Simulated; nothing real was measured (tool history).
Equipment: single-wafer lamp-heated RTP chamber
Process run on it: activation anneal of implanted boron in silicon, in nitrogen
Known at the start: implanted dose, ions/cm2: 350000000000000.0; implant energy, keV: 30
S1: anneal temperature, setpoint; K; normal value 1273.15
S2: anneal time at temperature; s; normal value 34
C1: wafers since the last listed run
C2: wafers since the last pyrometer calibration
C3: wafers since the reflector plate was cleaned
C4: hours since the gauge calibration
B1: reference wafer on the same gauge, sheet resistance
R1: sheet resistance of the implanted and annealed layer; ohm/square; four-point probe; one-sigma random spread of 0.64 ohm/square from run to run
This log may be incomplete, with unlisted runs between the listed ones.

{"run": 1, "hour": 0.0, "S1": 1273.15, "S2": 34, "C1": 0, "C2": 5534, "C3": 9557, "C4": 121.4, "B1": 301.94, "R1": 268.97}
{"run": 2, "hour": 37.8, "S1": 1273.15, "S2": 34, "C1": 424, "C2": 5959, "C3": 9981, "C4": 159.2, "B1": 302.13, "R1": 267.86}
{"hour": 49.5, "done": "reflector plate cleaned"}
{"run": 3, "hour": 124.8, "S1": 1273.15, "S2": 34, "C1": 887, "C2": 6847, "C3": 846, "C4": 246.2, "B1": 302.0, "R1": 267.68}
{"hour": 140.8, "done": "pyrometer window cleaned and pyrometer calibrated"}
{"run": 4, "hour": 205.0, "S1": 1251.15, "S2": 34, "C1": 811, "C2": 721, "C3": 1658, "C4": 326.4, "B1": 301.85, "R1": 284.34}
{"run": 5, "hour": 309.1, "S1": 1273.15, "S2": 34, "C1": 1170, "C2": 1891, "C3": 2828, "C4": 430.5, "B1": 301.96, "R1": 270.56}
{"run": 6, "hour": 386.7, "S1": 1273.15, "S2": 34, "C1": 872, "C2": 2763, "C3": 3700, "C4": 508.1, "B1": 302.12, "R1": 269.74}
{"run": 7, "hour": 439.8, "S1": 1273.15, "S2": 34, "C1": 596, "C2": 3360, "C3": 4297, "C4": 561.2, "B1": 302.17, "R1": 270.88}
{"run": 8, "hour": 478.4, "S1": 1273.15, "S2": 34, "C1": 433, "C2": 3793, "C3": 4730, "C4": 599.8, "B1": 301.92, "R1": 269.89}
{"run": 9, "hour": 515.8, "S1": 1273.15, "S2": 34, "C1": 420, "C2": 4214, "C3": 5151, "C4": 637.2, "B1": 302.1, "R1": 270.18}
{"run": 10, "hour": 557.0, "S1": 1273.15, "S2": 34, "C1": 463, "C2": 4677, "C3": 5614, "C4": 678.4, "B1": 302.04, "R1": 267.72}
{"run": 11, "hour": 641.1, "S1": 1273.15, "S2": 34, "C1": 945, "C2": 5622, "C3": 6559, "C4": 762.5, "B1": 302.06, "R1": 268.39}
{"run": 12, "hour": 714.9, "S1": 1281.15, "S2": 27, "C1": 829, "C2": 6451, "C3": 7389, "C4": 836.3, "B1": 302.05, "R1": 267.78}
{"run": 13, "hour": 774.7, "S1": 1281.15, "S2": 27, "C1": 672, "C2": 7124, "C3": 8061, "C4": 896.1, "B1": 302.0, "R1": 266.11}
{"hour": 780.2, "done": "gauge calibrated"}
{"hour": 788.6, "done": "pyrometer window cleaned and pyrometer calibrated"}
{"run": 14, "hour": 816.0, "S1": 1273.15, "S2": 34, "C1": 374, "C2": 308, "C3": 8435, "C4": 35.8, "B1": 302.11, "R1": 269.07}
{"run": 15, "hour": 854.8, "S1": 1292.15, "S2": 28, "C1": 436, "C2": 744, "C3": 8871, "C4": 74.6, "B1": 302.06, "R1": 267.1}
{"run": 16, "hour": 898.5, "S1": 1291.15, "S2": 54, "C1": 491, "C2": 1235, "C3": 9362, "C4": 118.3, "B1": 302.0, "R1": 264.81}
{"run": 17, "hour": 1003.2, "S1": 1261.15, "S2": 26, "C1": 1176, "C2": 2412, "C3": 10539, "C4": 223.0, "B1": 301.9, "R1": 275.58}
{"run": 18, "hour": 1064.0, "S1": 1288.15, "S2": 22, "C1": 683, "C2": 3095, "C3": 11222, "C4": 283.8, "B1": 301.88, "R1": 267.89}
{"run": 19, "hour": 1119.3, "S1": 1273.15, "S2": 34, "C1": 621, "C2": 3717, "C3": 11844, "C4": 339.1, "B1": 301.96, "R1": 268.87}
{"hour": 1226.7, "done": "reflector plate cleaned"}
{"run": 20, "hour": 1227.2, "S1": 1257.15, "S2": 48, "C1": 1122, "C2": 4840, "C3": 5, "C4": 447.0, "B1": 301.96, "R1": 272.87}
{"run": 21, "hour": 1278.4, "S1": 1247.15, "S2": 54, "C1": 575, "C2": 5415, "C3": 581, "C4": 498.2, "B1": 301.98, "R1": 276.34}
{"run": 22, "hour": 1329.9, "S1": 1260.15, "S2": 25, "C1": 578, "C2": 5994, "C3": 1160, "C4": 549.7, "B1": 301.75, "R1": 272.34}
{"hour": 1350.3, "done": "pyrometer window cleaned and pyrometer calibrated"}
{"run": 23, "hour": 1430.0, "S1": 1262.15, "S2": 25, "C1": 1035, "C2": 896, "C3": 2195, "C4": 649.8, "B1": 302.14, "R1": 277.17}
{"run": 24, "hour": 1479.2, "S1": 1273.15, "S2": 34, "C1": 552, "C2": 1449, "C3": 2748, "C4": 699.0, "B1": 302.12, "R1": 269.53}
{"run": 25, "hour": 1577.4, "S1": 1257.15, "S2": 19, "C1": 1103, "C2": 2553, "C3": 3852, "C4": 797.2, "B1": 301.99, "R1": 281.48}
{"hour": 1620.1, "done": "gauge calibrated"}
{"run": 26, "hour": 1644.8, "S1": 1273.15, "S2": 26, "C1": 757, "C2": 3310, "C3": 4609, "C4": 24.7, "B1": 302.03, "R1": 270.06}
{"run": 27, "hour": 1737.8, "S1": 1281.15, "S2": 15, "C1": 1045, "C2": 4355, "C3": 5654, "C4": 117.7, "B1": 301.88, "R1": 268.97}

Forecast each of these 3 alternatives for the next run:
{"run": "A", "hour": 1738.2, "S1": 1273.15, "S2": 34, "C1": 4, "C2": 4360, "C3": 5659, "C4": 118.1, "B1": "?", "R1": "?"}
{"run": "B", "hour": 1738.2, "S1": 1291.15, "S2": 43, "C1": 4, "C2": 4360, "C3": 5659, "C4": 118.1, "B1": "?", "R1": "?"}
{"run": "C", "hour": 1738.2, "S1": 1259.15, "S2": 23, "C1": 4, "C2": 4360, "C3": 5659, "C4": 118.1, "B1": "?", "R1": "?"}

run=A B1=301.98 R1=268.62
run=B B1=301.98 R1=264.75
run=C B1=301.98 R1=276.09
With the hidden condition removed and each run's random variation left untouched, the same runs would have given:
run=A R1=270.32
run=B R1=265.49
run=C R1=279.97
